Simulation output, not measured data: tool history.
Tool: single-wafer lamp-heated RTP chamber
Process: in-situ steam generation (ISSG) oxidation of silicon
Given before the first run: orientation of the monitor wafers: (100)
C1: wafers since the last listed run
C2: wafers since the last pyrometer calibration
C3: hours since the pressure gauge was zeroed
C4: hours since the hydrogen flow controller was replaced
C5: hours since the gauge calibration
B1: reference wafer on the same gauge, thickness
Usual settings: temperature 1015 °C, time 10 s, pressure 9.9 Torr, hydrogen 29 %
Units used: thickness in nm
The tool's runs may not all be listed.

Run 1, hour 0.0: usual settings; C1 0; C2 2897; C3 4010.1; C4 4774.9; C5 71.8; B1 4.260. Result: thickness 4.440 nm.
Run 2, hour 6.6: usual settings but temperature 1008 °C; C1 68; C2 2966; C3 4016.7; C4 4781.5; C5 78.4; B1 4.259. Result: thickness 4.337 nm.
Run 3, hour 22.5: usual settings but temperature 1008 °C; C1 165; C2 3131; C3 4032.6; C4 4797.4; C5 94.3; B1 4.259. Result: thickness 4.345 nm.
Run 4, hour 33.5: usual settings; C1 114; C2 3245; C3 4043.6; C4 4808.4; C5 105.3; B1 4.259. Result: thickness 4.477 nm.
Run 5, hour 42.1: usual settings; C1 89; C2 3334; C3 4052.2; C4 4817.0; C5 113.9; B1 4.259. Result: thickness 4.475 nm.
Run 6, hour 52.8: usual settings; C1 111; C2 3445; C3 4062.9; C4 4827.7; C5 124.6; B1 4.261. Result: thickness 4.483 nm.
Run 7, hour 59.1: usual settings; C1 65; C2 3511; C3 4069.2; C4 4834.0; C5 130.9; B1 4.261. Result: thickness 4.483 nm.
Run 8, hour 70.4: usual settings but pressure 10.2 Torr; C1 117; C2 3628; C3 4080.5; C4 4845.3; C5 142.2; B1 4.261. Result: thickness 4.476 nm.
Run 9, hour 87.0: usual settings; C1 172; C2 3800; C3 4097.1; C4 4861.9; C5 158.8; B1 4.260. Result: thickness 4.495 nm.
At hour 97.5: pressure gauge zeroed.
At hour 98.2: hydrogen flow controller replaced.
Run 10, hour 98.7: usual settings but temperature 1005 °C, hydrogen 23 %; C1 30; C2 3831; C3 1.2; C4 0.5; C5 170.5; B1 4.260. Result: thickness 4.121 nm.
At hour 108.7: pyrometer window cleaned and pyrometer calibrated.
Run 11, hour 109.2: usual settings but time 6 s, hydrogen 32 %; C1 25; C2 5; C3 11.7; C4 11.0; C5 181.0; B1 4.259. Result: thickness 3.615 nm.
At hour 113.8: gauge calibrated.
Run 12, hour 122.7: usual settings but time 12 s; C1 140; C2 145; C3 25.2; C4 24.5; C5 8.9; B1 4.259. Result: thickness 4.731 nm.
Run 13, hour 138.8: usual settings but temperature 1025 °C, time 8 s, pressure 8.9 Torr; C1 167; C2 312; C3 41.3; C4 40.6; C5 25.0; B1 4.259. Result: thickness 4.209 nm.
Run 14, hour 153.9: usual settings but temperature 998 °C; C1 156; C2 469; C3 56.4; C4 55.7; C5 40.1; B1 4.259. Result: thickness 4.132 nm.
Run 15, hour 163.4: usual settings but temperature 997 °C, hydrogen 23 %; C1 98; C2 567; C3 65.9; C4 65.2; C5 49.6; B1 4.260. Result: thickness 3.885 nm.
Run 16, hour 175.8: usual settings but hydrogen 32 %; C1 128; C2 696; C3 78.3; C4 77.6; C5 62.0; B1 4.263. Result: thickness 4.476 nm.
Run 17, hour 192.0: usual settings but time 12 s; C1 168; C2 864; C3 94.5; C4 93.8; C5 78.2; B1 4.260. Result: thickness 4.724 nm.

How the hidden state differs across the entries between the runs, from the last listed run before each to the first after it:
Run 9 -> run 10: pressure gauge zeroed (hour 97.5); hydrogen flow controller replaced (hour 98.2)
  true wafer temperature minus pyrometer reading, K: 8.87 -> 9.43
  measured less the result without the state, thickness: +0.146 -> +0.132 nm
Run 10 -> run 11: pyrometer window cleaned and pyrometer calibrated (hour 108.7)
  true wafer temperature minus pyrometer reading, K: 9.43 -> 0.263
  measured less the result without the state, thickness: +0.132 -> +0.003 nm
Run 11 -> run 12: gauge calibrated (hour 113.8)
  true wafer temperature minus pyrometer reading, K: 0.263 -> 0.275
  measured less the result without the state, thickness: +0.003 -> +0.005 nm
